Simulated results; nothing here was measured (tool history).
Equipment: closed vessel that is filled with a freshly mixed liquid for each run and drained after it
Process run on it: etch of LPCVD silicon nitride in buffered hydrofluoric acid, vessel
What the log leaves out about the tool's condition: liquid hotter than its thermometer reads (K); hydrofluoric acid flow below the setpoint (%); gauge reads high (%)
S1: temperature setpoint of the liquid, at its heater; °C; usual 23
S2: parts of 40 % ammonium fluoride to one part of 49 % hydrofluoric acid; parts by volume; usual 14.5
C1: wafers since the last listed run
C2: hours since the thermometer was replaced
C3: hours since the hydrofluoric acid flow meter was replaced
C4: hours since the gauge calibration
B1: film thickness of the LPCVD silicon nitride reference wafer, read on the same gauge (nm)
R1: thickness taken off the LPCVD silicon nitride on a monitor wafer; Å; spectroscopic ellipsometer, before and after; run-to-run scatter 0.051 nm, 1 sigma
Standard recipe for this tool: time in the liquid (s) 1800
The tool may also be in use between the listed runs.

Run 1, hour 0: usual settings; C1 0; C2 349.9; C3 84.3; C4 1209; B1 60.02. Result: R1 165.6 Å.
Run 2, hour 89.9: usual settings; C1 3693; C2 439.8; C3 174.2; C4 1298.9; B1 60. Result: R1 165.3 Å.
Run 3, hour 130: usual settings; C1 1647; C2 479.9; C3 214.3; C4 1339; B1 60.01. Result: R1 165.3 Å.
Run 4, hour 223.4: usual settings; C1 3836; C2 573.3; C3 307.7; C4 1432.4; B1 59.99. Result: R1 165.9 Å.
Run 5, hour 304.8: usual settings; C1 3343; C2 654.7; C3 389.1; C4 1513.8; B1 60. Result: R1 166.4 Å.
Run 6, hour 351.3: usual settings but S1 25 °C; C1 1910; C2 701.2; C3 435.6; C4 1560.3; B1 60.01. Result: R1 184.5 Å.
Run 7, hour 407: usual settings but S1 25 °C; C1 2288; C2 756.9; C3 491.3; C4 1616; B1 60.04. Result: R1 185.6 Å.
Run 8, hour 458.5: usual settings but S1 19.5 °C, S2 16.5 parts by volume; C1 2115; C2 808.4; C3 542.8; C4 1667.5; B1 60.01. Result: R1 120.4 Å.
Run 9, hour 500.5: usual settings but S1 19.5 °C, S2 16.5 parts by volume; C1 1725; C2 850.4; C3 584.8; C4 1709.5; B1 60. Result: R1 120.8 Å.
Run 10, hour 577.1: usual settings but S1 19.5 °C, S2 16.5 parts by volume; C1 3146; C2 927; C3 661.4; C4 1786.1; B1 60.01. Result: R1 121.1 Å.
Run 11, hour 623.8: usual settings but S1 26.5 °C, S2 13 parts by volume; C1 1918; C2 973.7; C3 708.1; C4 1832.8; B1 60.03. Result: R1 225.1 Å.
Run 12, hour 699.3: usual settings but S1 26.5 °C, S2 13 parts by volume; C1 3101; C2 1049.2; C3 783.6; C4 1908.3; B1 60.02. Result: R1 224.3 Å.
At hour 794.3: hydrofluoric acid flow meter replaced.
Run 13, hour 807: usual settings; C1 4383; C2 1156.9; C3 12.7; C4 2016; B1 60.01. Result: R1 168.1 Å.
Run 14, hour 855.4: usual settings; C1 1988; C2 1205.3; C3 61.1; C4 2064.4; B1 60. Result: R1 167.7 Å.
Run 15, hour 935.1: usual settings; C1 3274; C2 1285; C3 140.8; C4 2144.1; B1 60.02. Result: R1 167.6 Å.
Run 16, hour 1006.4: usual settings but S2 17 parts by volume, time in the liquid (s) 1410; C1 2929; C2 1356.3; C3 212.1; C4 2215.4; B1 59.99. Result: R1 112.8 Å.
At hour 1025.7: gauge calibrated.
Run 17, hour 1070.3: usual settings but S2 16.5 parts by volume; C1 2625; C2 1420.2; C3 276; C4 44.6; B1 60. Result: R1 148.1 Å.
Run 18, hour 1150.9: usual settings but S2 9 parts by volume; C1 3311; C2 1500.8; C3 356.6; C4 125.2; B1 59.97. Result: R1 259.1 Å.
Run 19, hour 1246: usual settings but S1 21.5 °C, S2 18.5 parts by volume, time in the liquid (s) 880; C1 3906; C2 1595.9; C3 451.7; C4 220.3; B1 59.97. Result: R1 59.8 Å.
Run 20, hour 1330.4: usual settings; C1 3467; C2 1680.3; C3 536.1; C4 304.7; B1 59.99. Result: R1 169.2 Å.
Run 21, hour 1423.4: usual settings but S2 20 parts by volume, time in the liquid (s) 2165; C1 3820; C2 1773.3; C3 629.1; C4 397.7; B1 59.97. Result: R1 148.5 Å.
At hour 1448.1: thermometer replaced.
Run 22, hour 1465.1: usual settings but S1 19 °C, S2 17.5 parts by volume, time in the liquid (s) 1270; C1 1671; C2 17; C3 670.8; C4 439.4; B1 60.01. Result: R1 77 Å.
Run 23, hour 1780.1: usual settings but S1 26 °C, time in the liquid (s) 1340; C1 12940; C2 332; C3 985.8; C4 754.4; B1 59.99. Result: R1 145 Å.
Run 24, hour 1828.2: usual settings; C1 1975; C2 380.1; C3 1033.9; C4 802.5; B1 60. Result: R1 165 Å.
At hour 1849.4: hydrofluoric acid flow meter replaced.
Run 25, hour 1907.4: usual settings; C1 3212; C2 459.3; C3 58; C4 881.7; B1 60.01. Result: R1 164.1 Å.
Run 26, hour 1946: usual settings; C1 1585; C2 497.9; C3 96.6; C4 920.3; B1 60.02. Result: R1 165.4 Å.
Run 27, hour 2034.4: usual settings but S2 17 parts by volume, time in the liquid (s) 1410; C1 3631; C2 586.3; C3 185; C4 1008.7; B1 60. Result: R1 111 Å.
Run 28, hour 2105.4: usual settings but S1 27 °C, S2 9.5 parts by volume; C1 2916; C2 657.3; C3 256; C4 1079.7; B1 59.97. Result: R1 307.2 Å.
Run 29, hour 2174.2: usual settings; C1 2826; C2 726.1; C3 324.8; C4 1148.5; B1 59.99. Result: R1 165.7 Å.
Run 30, hour 2229: usual settings but S1 27.5 °C, time in the liquid (s) 2410; C1 2251; C2 780.9; C3 379.6; C4 1203.3; B1 60. Result: R1 283.4 Å.
Run 31, hour 2324.6: usual settings but time in the liquid (s) 785; C1 3927; C2 876.5; C3 475.2; C4 1298.9; B1 59.97. Result: R1 73 Å.
Run 32, hour 2400.9: usual settings but S1 26.5 °C, S2 18.5 parts by volume; C1 3134; C2 952.8; C3 551.5; C4 1375.2; B1 59.99. Result: R1 159 Å.

State the hidden condition of the tool at each of the runs:
hydrofluoric acid flow below the setpoint (%): 0, the same for each run
gauge reads high (%): 0, the same for each run
H1: liquid hotter than its thermometer reads (K)
run      H1
  1   0.149
  2    0.18
  3   0.194
  4   0.226
  5   0.254
  6    0.27
  7   0.289
  8   0.307
  9   0.322
 10   0.348
 11   0.364
 12    0.39
 13   0.427
 14   0.444
 15   0.471
 16   0.496
 17   0.518
 18   0.546
 19   0.578
 20   0.607
 21   0.639
 22  0.0195
 23   0.128
 24   0.145
 25   0.172
 26   0.185
 27   0.216
 28    0.24
 29   0.264
 30   0.283
 31   0.315
 32   0.342
